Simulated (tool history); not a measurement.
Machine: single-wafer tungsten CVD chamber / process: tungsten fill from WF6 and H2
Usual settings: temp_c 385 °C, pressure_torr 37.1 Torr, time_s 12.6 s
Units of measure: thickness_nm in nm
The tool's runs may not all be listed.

run,hour,temp_c,pressure_torr,time_s,"read-back reference wafer on the same gauge, thickness_nm",thickness_nm
1,0.0,385,33.9,14.4,30.698,32.891
2,84.1,385,33.9,14.4,30.685,32.834
3,282.1,385,42.3,12.6,30.732,31.867
4,377.4,385,42.3,12.6,30.681,32.012
5,437.1,385,42.3,12.6,30.687,32.363
6,520.1,385,37.1,12.6,30.743,29.583
7,595.5,389,37.1,13.9,30.668,34.721
8,703.1,385,37.1,11.6,30.783,27.078
9,983.7,385,37.1,12.6,30.614,28.999
10,1297.9,385,37.1,12.6,30.722,28.891
# hour 1386.8: thermocouple changed; heater temperature recalibrated
11,1387.3,385,37.1,12.6,30.619,30.275
12,1486.3,385,37.1,12.6,30.696,29.986
13,1581.5,385,37.1,12.6,30.718,30.223
14,1643.2,385,37.1,12.6,30.660,29.962
15,1701.6,385,37.1,12.6,30.706,30.071
16,1768.2,385,37.1,12.6,30.676,29.708
17,1853.9,390,37.1,12.6,30.720,32.321
18,1945.3,394,44.3,14.1,30.728,42.948
# hour 2002.4: capacitance manometer re-zeroed and calibrated
19,2026.6,378,43.7,12.6,30.633,28.617
# hour 2063.9: showerhead replaced
20,2083.4,399,41.1,14.4,30.649,45.183
21,2185.7,385,37.1,14.0,30.712,32.856
22,2292.7,399,45.7,10.9,30.717,36.075
# hour 2318.3: gauge calibrated
23,2549.0,396,37.1,12.6,30.714,35.037
24,2617.9,385,37.1,12.6,30.735,28.986
25,2685.4,385,37.1,12.6,30.702,28.850
26,2775.0,385,37.1,12.6,30.683,28.740
# hour 2812.9: thermocouple changed; heater temperature recalibrated
27,2859.6,385,45.5,12.6,30.770,33.851
28,2913.6,385,32.8,12.6,30.614,28.564
29,2970.2,394,34.2,11.8,30.697,31.771
30,3010.8,395,37.1,11.7,30.698,33.427
31,3104.9,385,30.9,14.0,30.688,30.061

Predict the results of run 32:
32,3203.0,385,37.1,11.9,?,?

For run 32 the tool returned read-back reference wafer on the same gauge, thickness_nm 30.710, thickness_nm 28.777 nm.
Minus the tool's unlogged condition, the same run would have read thickness_nm 28.993 nm.
